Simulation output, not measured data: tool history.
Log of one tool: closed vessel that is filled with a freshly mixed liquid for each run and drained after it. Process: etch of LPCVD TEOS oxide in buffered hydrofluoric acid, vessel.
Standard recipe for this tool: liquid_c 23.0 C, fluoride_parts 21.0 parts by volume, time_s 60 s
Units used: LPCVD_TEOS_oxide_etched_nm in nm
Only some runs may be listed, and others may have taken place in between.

| run | hour | liquid_c | fluoride_parts | time_s | read-back film thickness of the LPCVD TEOS oxide reference wafer, read on the same gauge (nm) | LPCVD_TEOS_oxide_etched_nm |
|---|---|---|---|---|---|---|
| 1 | 0.0 | 20.0 | 26.5 | 60 | 80.01 | 99.60 |
| 2 | 59.1 | 20.0 | 26.5 | 60 | 79.96 | 99.62 |
| 3 | 153.3 | 20.0 | 26.5 | 60 | 79.99 | 100.16 |
| 4 | 195.7 | 20.5 | 21.0 | 80 | 79.95 | 159.25 |
| 5 | 259.5 | 20.5 | 21.0 | 80 | 79.96 | 160.98 |
|  | 260.6 | thermometer replaced |
| 6 | 346.6 | 20.5 | 21.0 | 80 | 79.98 | 163.08 |
|  | 445.4 | gauge calibrated |
| 7 | 453.1 | 20.0 | 19.0 | 60 | 79.98 | 129.13 |
| 8 | 505.1 | 20.0 | 19.0 | 60 | 80.00 | 128.46 |
| 9 | 552.4 | 20.0 | 19.0 | 60 | 80.01 | 129.83 |
| 10 | 724.0 | 23.0 | 21.0 | 60 | 79.96 | 138.83 |
| 11 | 762.2 | 23.0 | 21.0 | 60 | 80.00 | 137.99 |
| 12 | 810.9 | 21.0 | 21.0 | 60 | 80.00 | 124.52 |
| 13 | 859.9 | 18.0 | 29.0 | 40 | 80.06 | 55.73 |
| 14 | 921.1 | 23.0 | 21.0 | 60 | 79.99 | 137.72 |
| 15 | 1003.7 | 20.0 | 21.0 | 60 | 79.97 | 116.49 |
|  | 1022.3 | thermometer replaced |
| 16 | 1072.8 | 23.0 | 21.0 | 60 | 79.97 | 140.90 |
| 17 | 1115.7 | 23.0 | 14.5 | 60 | 79.98 | 199.37 |
| 18 | 1161.7 | 23.0 | 25.0 | 60 | 79.98 | 124.10 |
|  | 1219.8 | hydrofluoric acid flow meter replaced |
|  | 1221.3 | gauge calibrated |
| 19 | 1249.7 | 23.0 | 21.0 | 60 | 80.04 | 138.97 |
| 20 | 1337.0 | 28.0 | 21.0 | 90 | 80.04 | 271.57 |
| 21 | 1435.7 | 26.0 | 21.0 | 60 | 79.99 | 160.98 |
| 22 | 1509.4 | 21.0 | 26.5 | 90 | 80.01 | 158.44 |
| 23 | 1566.2 | 23.0 | 28.5 | 40 | 80.00 | 74.19 |
| 24 | 1609.7 | 23.0 | 13.5 | 60 | 80.01 | 209.06 |

Predict each of these 4 candidate next runs independently; none follows another, all start after run 24:
| A | 1610.4 | 19.0 | 21.0 | 60 | ? | ? |
| B | 1610.4 | 21.5 | 21.0 | 50 | ? | ? |
| C | 1610.4 | 27.5 | 21.0 | 45 | ? | ? |
| D | 1610.4 | 21.5 | 24.0 | 40 | ? | ? |

| run | read-back film thickness of the LPCVD TEOS oxide reference wafer, read on the same gauge (nm) | LPCVD_TEOS_oxide_etched_nm |
|---|---|---|
| A | 79.97 | 110.03 |
| B | 79.97 | 105.55 |
| C | 79.97 | 131.98 |
| D | 79.97 | 77.01 |
Had the tool no hidden state, the same runs would have come out as:
| run | LPCVD_TEOS_oxide_etched_nm |
|---|---|
| A | 113.77 |
| B | 109.08 |
| C | 136.23 |
| D | 79.59 |
